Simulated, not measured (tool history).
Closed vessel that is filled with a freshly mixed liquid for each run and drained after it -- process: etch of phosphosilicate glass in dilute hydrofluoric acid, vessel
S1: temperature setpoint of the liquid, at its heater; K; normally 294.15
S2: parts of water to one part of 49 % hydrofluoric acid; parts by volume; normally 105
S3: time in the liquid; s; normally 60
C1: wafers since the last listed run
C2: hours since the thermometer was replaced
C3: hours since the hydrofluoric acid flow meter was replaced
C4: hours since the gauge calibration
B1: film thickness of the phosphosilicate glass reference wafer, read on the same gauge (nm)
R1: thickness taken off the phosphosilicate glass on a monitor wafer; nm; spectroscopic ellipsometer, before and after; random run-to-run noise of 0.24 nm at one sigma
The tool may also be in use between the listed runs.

Run 1, day 0.000: usual settings but S3 70 s; C1 0; C2 2091.7; C3 1765.3; C4 735.2; B1 99.99. Result: R1 65.44 nm.
Run 2, day 1.262: usual settings but S3 70 s; C1 4458; C2 2122.0; C3 1795.6; C4 765.5; B1 100.01. Result: R1 65.84 nm.
Run 3, day 3.383: usual settings; C1 7490; C2 2172.9; C3 1846.5; C4 816.4; B1 100.01. Result: R1 56.24 nm.
Run 4, day 5.858: usual settings; C1 8740; C2 2232.3; C3 1905.9; C4 875.8; B1 99.99. Result: R1 56.07 nm.
Run 5, day 7.958: usual settings; C1 7416; C2 2282.7; C3 1956.3; C4 926.2; B1 100.00. Result: R1 56.18 nm.
Run 6, day 9.825: usual settings; C1 6592; C2 2327.5; C3 2001.1; C4 971.0; B1 100.01. Result: R1 56.02 nm.
Run 7, day 11.179: usual settings; C1 4782; C2 2360.0; C3 2033.6; C4 1003.5; B1 100.00. Result: R1 56.10 nm.
Run 8, day 13.017: usual settings; C1 6489; C2 2404.1; C3 2077.7; C4 1047.6; B1 100.00. Result: R1 55.79 nm.
Run 9, day 15.346: usual settings; C1 8225; C2 2460.0; C3 2133.6; C4 1103.5; B1 99.98. Result: R1 55.69 nm.
Run 10, day 18.046: usual settings but S1 291.65 K, S2 85 parts by volume; C1 9535; C2 2524.8; C3 2198.4; C4 1168.3; B1 100.00. Result: R1 63.28 nm.
Run 11, day 20.996: usual settings; C1 10418; C2 2595.6; C3 2269.2; C4 1239.1; B1 100.00. Result: R1 55.31 nm.
Run 12, day 22.658: usual settings but S1 290.65 K, S2 140 parts by volume; C1 5871; C2 2635.5; C3 2309.1; C4 1279.0; B1 100.01. Result: R1 34.87 nm.
Run 13, day 25.583: usual settings; C1 10330; C2 2705.7; C3 2379.3; C4 1349.2; B1 100.00. Result: R1 55.26 nm.
At day 25.933: hydrofluoric acid flow meter replaced.
Run 14, day 26.867: usual settings; C1 4385; C2 2736.5; C3 22.4; C4 1380.0; B1 100.00. Result: R1 55.11 nm.
At day 30.492: thermometer replaced.
Run 15, day 33.388: usual settings but S3 70 s; C1 22882; C2 69.5; C3 178.9; C4 1536.5; B1 99.99. Result: R1 70.86 nm.
At day 33.725: gauge calibrated.
Run 16, day 35.042: usual settings but S2 140 parts by volume, S3 45 s; C1 5841; C2 109.2; C3 218.6; C4 31.6; B1 100.01. Result: R1 32.66 nm.
Run 17, day 37.762: usual settings but S1 296.15 K; C1 9608; C2 174.5; C3 283.9; C4 96.9; B1 99.99. Result: R1 65.90 nm.
Run 18, day 40.179: usual settings but S1 298.15 K, S2 60 parts by volume; C1 8534; C2 232.5; C3 341.9; C4 154.9; B1 100.00. Result: R1 131.57 nm.
Run 19, day 42.242: usual settings but S2 90 parts by volume, S3 80 s; C1 7283; C2 282.0; C3 391.4; C4 204.4; B1 99.99. Result: R1 95.43 nm.
Run 20, day 44.212: usual settings but S1 297.15 K, S2 85 parts by volume, S3 35 s; C1 6960; C2 329.3; C3 438.7; C4 251.7; B1 100.01. Result: R1 50.22 nm.
Run 21, day 46.233: usual settings; C1 7136; C2 377.8; C3 487.2; C4 300.2; B1 100.00. Result: R1 60.14 nm.
Run 22, day 47.908: usual settings but S2 145 parts by volume, S3 45 s; C1 5915; C2 418.0; C3 527.4; C4 340.4; B1 99.99. Result: R1 31.07 nm.
Run 23, day 49.067: usual settings but S2 60 parts by volume; C1 4090; C2 445.8; C3 555.2; C4 368.2; B1 100.00. Result: R1 110.64 nm.
Run 24, day 51.846: usual settings but S1 292.65 K; C1 9814; C2 512.5; C3 621.9; C4 434.9; B1 99.99. Result: R1 56.64 nm.

Across each entry between runs, compare the hidden state at the last listed run before it with the hidden state at the first listed run after it:
Runs 13 to 14: hydrofluoric acid flow meter replaced (day 25.933)
  liquid colder than its thermometer reads (K): 2.37 -> 2.39
  what was measured, less what the result would be without the hidden state, R1: -5.64 -> -5.68 nm
Runs 14 to 15: thermometer replaced (day 30.492)
  liquid colder than its thermometer reads (K): 2.39 -> 0.0673
  what was measured, less what the result would be without the hidden state, R1: -5.68 -> -0.20 nm
Runs 15 to 16: gauge calibrated (day 33.725)
  liquid colder than its thermometer reads (K): 0.0673 -> 0.099
  what was measured, less what the result would be without the hidden state, R1: -0.20 -> -0.13 nm

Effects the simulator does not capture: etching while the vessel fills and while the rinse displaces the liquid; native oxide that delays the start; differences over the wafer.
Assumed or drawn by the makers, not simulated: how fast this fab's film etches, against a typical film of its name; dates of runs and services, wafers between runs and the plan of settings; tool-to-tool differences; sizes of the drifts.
